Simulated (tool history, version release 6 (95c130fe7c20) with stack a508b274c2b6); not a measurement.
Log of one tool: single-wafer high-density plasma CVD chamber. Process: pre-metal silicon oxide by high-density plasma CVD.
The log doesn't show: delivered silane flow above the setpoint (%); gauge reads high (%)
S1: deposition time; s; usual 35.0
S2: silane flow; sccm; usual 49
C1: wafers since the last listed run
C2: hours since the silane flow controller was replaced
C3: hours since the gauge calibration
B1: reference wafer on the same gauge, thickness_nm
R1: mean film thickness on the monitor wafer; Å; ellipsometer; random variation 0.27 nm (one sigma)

run	day	S1	S2	C1	C2	C3	B1	R1
1	0.000	35.0	49	0	4994.5	148.8	152.985	1831.43
2	0.296	35.0	49	227	5001.6	155.9	152.989	1831.60
3	0.738	35.0	49	339	5012.2	166.5	152.972	1830.17
4	1.158	35.0	49	323	5022.3	176.6	153.056	1830.99
5	1.421	35.0	49	201	5028.6	182.9	152.983	1834.15
# day 1.592: gauge calibrated
6	1.712	35.0	49	224	5035.6	2.9	152.290	1827.20
7	2.062	35.0	49	269	5044.0	11.3	152.388	1827.89
8	2.588	35.0	49	403	5056.6	23.9	152.568	1823.48
9	3.171	35.0	49	448	5070.6	37.9	152.710	1830.61
10	3.717	35.0	49	419	5083.7	51.0	152.869	1832.32
11	4.454	35.0	49	567	5101.4	68.7	153.048	1834.48
12	5.179	41.6	41	557	5118.8	86.1	153.083	1926.72
13	5.825	35.0	49	496	5134.3	101.6	153.196	1834.77
14	6.192	41.4	55	281	5143.1	110.4	153.180	2360.98
15	7.608	35.0	49	1089	5177.1	144.4	153.269	1835.33
16	8.225	36.8	43	474	5191.9	159.2	153.307	1759.69
# day 8.808: gauge calibrated
17	8.954	35.0	40	560	5209.4	3.5	152.090	1583.39
18	9.417	31.1	39	355	5220.5	14.6	152.425	1386.64
19	10.058	31.3	46	493	5235.9	30.0	152.501	1561.26
# day 10.588: silane flow controller replaced
20	10.638	30.4	49	189	1.2	43.9	152.759	1592.64
21	11.154	37.4	49	397	13.6	56.3	152.895	1954.87
22	12.921	37.2	44	1358	56.0	98.7	153.055	1804.19
23	13.412	28.3	57	378	67.8	110.5	153.091	1655.56

Hidden state at the last listed run before each entry between runs and at the first one after, where it differs:
Between runs 5 and 6: gauge calibrated (day 1.592)
  gauge reads high (%): 0.666 -> 0.165
  measured less the result without the state, R1: +12.15 -> +3.01 Å
Between runs 16 and 17: gauge calibrated (day 8.808)
  gauge reads high (%): 0.869 -> 0.114
  measured less the result without the state, R1: +15.16 -> +1.81 Å
Between runs 19 and 20: silane flow controller replaced (day 10.588)
  gauge reads high (%): 0.374 -> 0.472
  measured less the result without the state, R1: +5.82 -> +7.49 Å
